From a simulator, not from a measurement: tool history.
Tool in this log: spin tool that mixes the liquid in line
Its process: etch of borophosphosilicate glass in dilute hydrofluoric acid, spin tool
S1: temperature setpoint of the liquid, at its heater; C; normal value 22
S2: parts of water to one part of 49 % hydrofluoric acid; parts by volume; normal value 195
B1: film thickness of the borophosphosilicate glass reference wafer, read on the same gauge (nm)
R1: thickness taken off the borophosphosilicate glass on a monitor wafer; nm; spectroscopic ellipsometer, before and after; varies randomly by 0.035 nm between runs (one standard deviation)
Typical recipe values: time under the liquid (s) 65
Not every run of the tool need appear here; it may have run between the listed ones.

{"run": 1, "hour": 0.0, "S1": 22, "S2": 195, "time under the liquid (s)": 65, "B1": 60.02, "R1": 7.26}
{"run": 2, "hour": 49.0, "S1": 22, "S2": 195, "time under the liquid (s)": 65, "B1": 60.02, "R1": 7.3}
{"run": 3, "hour": 91.0, "S1": 22, "S2": 195, "time under the liquid (s)": 65, "B1": 60.01, "R1": 7.23}
{"run": 4, "hour": 153.8, "S1": 22, "S2": 195, "time under the liquid (s)": 65, "B1": 59.97, "R1": 7.27}
{"run": 5, "hour": 235.4, "S1": 22, "S2": 195, "time under the liquid (s)": 65, "B1": 60, "R1": 7.25}
{"run": 6, "hour": 342.0, "S1": 22, "S2": 195, "time under the liquid (s)": 65, "B1": 60, "R1": 7.27}
{"run": 7, "hour": 395.6, "S1": 20.5, "S2": 195, "time under the liquid (s)": 65, "B1": 59.97, "R1": 6.91}
{"run": 8, "hour": 471.4, "S1": 20.5, "S2": 195, "time under the liquid (s)": 65, "B1": 60, "R1": 6.86}
{"run": 9, "hour": 519.8, "S1": 20.5, "S2": 195, "time under the liquid (s)": 65, "B1": 59.99, "R1": 6.95}
{"run": 10, "hour": 586.8, "S1": 22, "S2": 195, "time under the liquid (s)": 65, "B1": 60, "R1": 7.32}
{"run": 11, "hour": 679.8, "S1": 22, "S2": 195, "time under the liquid (s)": 65, "B1": 60.03, "R1": 7.33}
{"run": 12, "hour": 780.8, "S1": 22, "S2": 195, "time under the liquid (s)": 65, "B1": 60.05, "R1": 7.23}
{"run": 13, "hour": 836.0, "S1": 22, "S2": 130, "time under the liquid (s)": 65, "B1": 60, "R1": 11.78}
{"run": 14, "hour": 897.8, "S1": 22, "S2": 130, "time under the liquid (s)": 65, "B1": 60.02, "R1": 11.8}
{"run": 15, "hour": 949.9, "S1": 19, "S2": 195, "time under the liquid (s)": 65, "B1": 60.04, "R1": 6.49}
{"hour": 1025.6, "done": "gauge calibrated"}
{"run": 16, "hour": 1032.8, "S1": 19, "S2": 195, "time under the liquid (s)": 65, "B1": 60.01, "R1": 6.54}
{"hour": 1209.0, "done": "hydrofluoric acid flow meter replaced"}
{"run": 17, "hour": 1316.3, "S1": 22, "S2": 130, "time under the liquid (s)": 45, "B1": 60.02, "R1": 8.35}
{"run": 18, "hour": 1359.1, "S1": 22, "S2": 195, "time under the liquid (s)": 65, "B1": 59.97, "R1": 7.54}
{"run": 19, "hour": 1459.6, "S1": 18.5, "S2": 145, "time under the liquid (s)": 30, "B1": 60.02, "R1": 4.29}
{"hour": 1484.5, "done": "thermometer replaced"}
{"run": 20, "hour": 1556.5, "S1": 22, "S2": 195, "time under the liquid (s)": 65, "B1": 59.99, "R1": 7.09}
{"run": 21, "hour": 1593.0, "S1": 17.5, "S2": 130, "time under the liquid (s)": 65, "B1": 60.01, "R1": 9.5}
{"run": 22, "hour": 1688.3, "S1": 25.5, "S2": 195, "time under the liquid (s)": 65, "B1": 60.01, "R1": 8.14}
{"run": 23, "hour": 1787.7, "S1": 19.5, "S2": 155, "time under the liquid (s)": 35, "B1": 59.99, "R1": 4.57}
{"run": 24, "hour": 1882.1, "S1": 19, "S2": 195, "time under the liquid (s)": 65, "B1": 60, "R1": 6.29}
{"run": 25, "hour": 1926.5, "S1": 20.5, "S2": 165, "time under the liquid (s)": 80, "B1": 60.02, "R1": 9.97}

Run 26 has not been measured yet. What should we expect?
{"run": 26, "hour": 1992.3, "S1": 25, "S2": 125, "time under the liquid (s)": 55, "B1": "?", "R1": "?"}

For run 26 the tool returned B1 60.02, R1 11.46 nm.
Minus the tool's unlogged condition, the same run would have read R1 11.51 nm.

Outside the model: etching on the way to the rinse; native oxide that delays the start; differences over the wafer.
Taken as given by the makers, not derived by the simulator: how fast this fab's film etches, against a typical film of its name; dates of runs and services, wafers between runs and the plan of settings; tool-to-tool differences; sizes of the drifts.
